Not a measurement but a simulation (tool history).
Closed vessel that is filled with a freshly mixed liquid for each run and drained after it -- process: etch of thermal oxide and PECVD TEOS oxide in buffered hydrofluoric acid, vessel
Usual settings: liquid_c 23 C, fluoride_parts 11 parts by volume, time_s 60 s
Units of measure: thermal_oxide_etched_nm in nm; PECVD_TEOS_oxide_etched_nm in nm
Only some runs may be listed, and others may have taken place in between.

run     day  liquid_c  fluoride_parts  time_s  wafers since the last listed run  hours since the thermometer was replaced  hours since the hydrofluoric acid flow meter was replaced  hours since the gauge calibration  read-back film thickness of the thermal oxide reference wafer, read on the same gauge (nm)  read-back film thickness of the PECVD TEOS oxide reference wafer, read on the same gauge (nm)  thermal_oxide_etched_nm  PECVD_TEOS_oxide_etched_nm
  1       0      26.5              11      60                                 0                                    2183.9                                                      252.8                              576.3                                                                                       40.02                                                                                         130.01                    74.01                       141.3
  2   1.992      26.5              11      60                              3679                                    2231.7                                                      300.6                              624.1                                                                                       40.01                                                                                         130.02                    74.85                      141.17
  3   3.679      26.5              11      60                              3117                                    2272.2                                                      341.1                              664.6                                                                                       40.01                                                                                         129.95                    74.71                      140.75
  4   5.621        23              11      60                              3587                                    2318.8                                                      387.7                              711.2                                                                                       40.02                                                                                         129.97                    61.55                      114.44
  5   9.575        23              11      60                              7305                                    2413.7                                                      482.6                              806.1                                                                                       39.99                                                                                         130.04                    61.67                      114.85
  6  12.542        23              11      60                              5480                                    2484.9                                                      553.8                              877.3                                                                                       39.95                                                                                         130.04                    61.43                      116.58
  7  14.321        21             8.5      60                              3286                                    2527.6                                                      596.5                                920                                                                                       40.01                                                                                         130.01                    68.79                      129.84
  8  16.592        21             8.5      60                              4195                                    2582.1                                                        651                              974.5                                                                                       40.02                                                                                         129.99                    68.33                      129.14
     17.654  -- thermometer replaced
  9  18.212        21             8.5      60                              2917                                      13.4                                                      689.9                             1013.4                                                                                       39.99                                                                                         130.02                    73.39                      137.45
     19.575  -- gauge calibrated
 10  22.575        23              11      60                              8059                                     118.1                                                      794.6                                 72                                                                                       40.01                                                                                         130.03                    65.11                      123.21
 11  27.029        21              11      45                              8229                                       225                                                      901.5                              178.9                                                                                       40.03                                                                                         129.97                     43.8                       83.61
 12  28.662        27              14      90                              3017                                     264.2                                                      940.7                              218.1                                                                                       40.01                                                                                         129.95                    96.14                      180.65
 13  32.408      26.5              11      60                              6920                                     354.1                                                     1030.6                                308                                                                                       40.01                                                                                         130.03                       79                      148.77
     34.112  -- hydrofluoric acid flow meter replaced
 14  35.775        23            14.5      60                              6142                                     434.9                                                       39.9                              388.8                                                                                       39.98                                                                                         130.01                    48.15                       91.75
 15  37.967        23              11      60                              4049                                     487.5                                                       92.5                              441.4                                                                                       39.98                                                                                         130.04                    63.26                      119.14
 16  41.025      26.5            14.5      60                              5650                                     560.9                                                      165.9                              514.8                                                                                       39.97                                                                                         129.97                    58.93                      109.99
 17  42.542      27.5              11      95                              2802                                     597.3                                                      202.3                              551.2                                                                                       39.98                                                                                         130.03                   128.07                      242.06
 18  45.262      20.5              13      60                              5026                                     662.6                                                      267.6                              616.5                                                                                       39.99                                                                                         129.95                    46.92                       88.38

3 ways to go on from here, each from the tool as it stands after run 18. What would each give?
  A  45.292        23              11      60                                53                                     663.3                                                      268.3                              617.2                                                                                           ?                                                                                              ?                        ?                           ?
  B  45.292      18.5              13      60                                53                                     663.3                                                      268.3                              617.2                                                                                           ?                                                                                              ?                        ?                           ?
  C  45.292      27.5             7.5      80                                53                                     663.3                                                      268.3                              617.2                                                                                           ?                                                                                              ?                        ?                           ?

run  read-back film thickness of the thermal oxide reference wafer, read on the same gauge (nm)  read-back film thickness of the PECVD TEOS oxide reference wafer, read on the same gauge (nm)  thermal_oxide_etched_nm  PECVD_TEOS_oxide_etched_nm
  A                                                                                       39.99                                                                                         130.07                     63.5                      119.77
  B                                                                                       39.99                                                                                         130.07                    41.94                        79.1
  C                                                                                       39.99                                                                                         130.07                   154.46                      291.32
Without the tool's unlogged condition, the same runs would have read:
run  thermal_oxide_etched_nm  PECVD_TEOS_oxide_etched_nm
  A                    64.35                      121.37
  B                    42.53                       80.21
  C                   156.31                       294.8
